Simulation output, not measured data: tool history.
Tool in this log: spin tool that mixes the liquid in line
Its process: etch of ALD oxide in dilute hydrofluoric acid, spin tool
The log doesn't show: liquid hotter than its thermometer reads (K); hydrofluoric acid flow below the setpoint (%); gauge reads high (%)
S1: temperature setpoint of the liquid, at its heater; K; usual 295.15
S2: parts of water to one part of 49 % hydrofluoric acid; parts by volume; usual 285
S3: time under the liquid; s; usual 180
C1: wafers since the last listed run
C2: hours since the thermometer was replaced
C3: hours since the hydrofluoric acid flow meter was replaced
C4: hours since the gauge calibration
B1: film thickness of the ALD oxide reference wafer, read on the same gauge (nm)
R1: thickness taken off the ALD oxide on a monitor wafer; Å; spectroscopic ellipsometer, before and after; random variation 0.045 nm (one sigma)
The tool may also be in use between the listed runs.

| run | hour | S1 | S2 | S3 | C1 | C2 | C3 | C4 | B1 | R1 |
|---|---|---|---|---|---|---|---|---|---|---|
| 1 | 0 | 297.65 | 285 | 180 | 0 | 278.9 | 434.2 | 1173.1 | 140 | 118.2 |
| 2 | 39.3 | 297.65 | 285 | 180 | 321 | 318.2 | 473.5 | 1212.4 | 140 | 119.1 |
| 3 | 101.8 | 295.15 | 285 | 230 | 511 | 380.7 | 536 | 1274.9 | 140 | 139.1 |
| 4 | 154.4 | 295.15 | 285 | 230 | 430 | 433.3 | 588.6 | 1327.5 | 139.99 | 138.2 |
| 5 | 201.4 | 295.15 | 285 | 230 | 384 | 480.3 | 635.6 | 1374.5 | 139.95 | 139.2 |
|  | 203.2 | gauge calibrated |
| 6 | 235.6 | 295.15 | 285 | 180 | 279 | 514.5 | 669.8 | 32.4 | 140.03 | 108.9 |
| 7 | 276.8 | 295.15 | 285 | 180 | 337 | 555.7 | 711 | 73.6 | 139.98 | 109.3 |
| 8 | 309.7 | 295.15 | 285 | 180 | 269 | 588.6 | 743.9 | 106.5 | 140 | 109.1 |
|  | 330.2 | thermometer replaced |
| 9 | 353.8 | 295.15 | 285 | 180 | 352 | 23.6 | 788 | 150.6 | 140 | 104.5 |
| 10 | 413.1 | 300.15 | 370 | 270 | 485 | 82.9 | 847.3 | 209.9 | 140.01 | 131.4 |
|  | 416.5 | hydrofluoric acid flow meter replaced |
| 11 | 459.8 | 299.15 | 375 | 180 | 374 | 129.6 | 43.3 | 256.6 | 139.99 | 88.1 |
| 12 | 519.6 | 298.15 | 235 | 180 | 489 | 189.4 | 103.1 | 316.4 | 140 | 155.8 |
| 13 | 572.4 | 295.15 | 285 | 230 | 432 | 242.2 | 155.9 | 369.2 | 140.03 | 140.4 |
| 14 | 606.6 | 292.15 | 370 | 95 | 279 | 276.4 | 190.1 | 403.4 | 140.01 | 37.3 |
| 15 | 656.5 | 295.15 | 285 | 265 | 408 | 326.3 | 240 | 453.3 | 140.02 | 161.6 |
| 16 | 691.4 | 298.15 | 245 | 180 | 285 | 361.2 | 274.9 | 488.2 | 140.01 | 149 |
| 17 | 758.4 | 298.65 | 235 | 90 | 548 | 428.2 | 341.9 | 555.2 | 140.04 | 80 |
| 18 | 829.1 | 297.65 | 410 | 115 | 578 | 498.9 | 412.6 | 625.9 | 139.98 | 47.4 |
| 19 | 890.4 | 295.15 | 285 | 260 | 501 | 560.2 | 473.9 | 687.2 | 140.02 | 161.1 |
| 20 | 919.1 | 297.65 | 285 | 250 | 234 | 588.9 | 502.6 | 715.9 | 139.95 | 167.7 |
| 21 | 978.6 | 295.15 | 285 | 180 | 487 | 648.4 | 562.1 | 775.4 | 140.03 | 110.9 |
| 22 | 1007.4 | 292.15 | 340 | 180 | 235 | 677.2 | 590.9 | 804.2 | 140 | 79.9 |
|  | 1024.4 | thermometer replaced |
| 23 | 1049.4 | 290.65 | 285 | 130 | 335 | 25 | 632.9 | 846.2 | 140.06 | 64.8 |
| 24 | 1090.2 | 298.15 | 285 | 180 | 333 | 65.8 | 673.7 | 887 | 140.04 | 117.8 |
| 25 | 1159.8 | 295.15 | 155 | 110 | 569 | 135.4 | 743.3 | 956.6 | 139.96 | 135.9 |
| 26 | 1207.1 | 295.15 | 285 | 180 | 387 | 182.7 | 790.6 | 1003.9 | 140 | 107 |
|  | 1233.6 | gauge calibrated |
|  | 1255.5 | hydrofluoric acid flow meter replaced |
| 27 | 1260.8 | 296.65 | 195 | 250 | 431 | 236.4 | 5.3 | 27.2 | 139.97 | 262.1 |
| 28 | 1353.6 | 295.15 | 285 | 230 | 759 | 329.2 | 98.1 | 120 | 140.05 | 141.5 |
| 29 | 1390.7 | 296.65 | 400 | 280 | 303 | 366.3 | 135.2 | 157.1 | 140.02 | 116.8 |
| 30 | 1454.5 | 295.15 | 285 | 180 | 522 | 430.1 | 199 | 220.9 | 140.03 | 111.1 |
| 31 | 1516 | 295.15 | 285 | 135 | 503 | 491.6 | 260.5 | 282.4 | 139.97 | 83.5 |
| 32 | 1540.4 | 295.15 | 285 | 180 | 199 | 516 | 284.9 | 306.8 | 140 | 111.2 |
|  | 1598.1 | thermometer replaced |
| 33 | 1598.6 | 292.15 | 285 | 245 | 468 | 0.5 | 343.1 | 365 | 139.94 | 131.4 |

Consider 5 possible next runs. They are alternatives, not a sequence: every one starts from the tool as it was left by run 33. What does each give?
| A | 1599.1 | 295.15 | 285 | 180 | 4 | 1 | 343.6 | 365.5 | ? | ? |
| B | 1599.1 | 291.65 | 285 | 180 | 4 | 1 | 343.6 | 365.5 | ? | ? |
| C | 1599.1 | 292.15 | 215 | 110 | 4 | 1 | 343.6 | 365.5 | ? | ? |
| D | 1599.1 | 292.65 | 285 | 120 | 4 | 1 | 343.6 | 365.5 | ? | ? |
| E | 1599.1 | 292.15 | 385 | 225 | 4 | 1 | 343.6 | 365.5 | ? | ? |

| run | B1 | R1 |
|---|---|---|
| A | 139.95 | 106.2 |
| B | 139.95 | 93.4 |
| C | 139.95 | 82.3 |
| D | 139.95 | 64.7 |
| E | 139.95 | 80.8 |
Without the tool's unlogged condition, the same runs would have read:
| run | R1 |
|---|---|
| A | 108.2 |
| B | 95.1 |
| C | 83.7 |
| D | 65.8 |
| E | 82.4 |
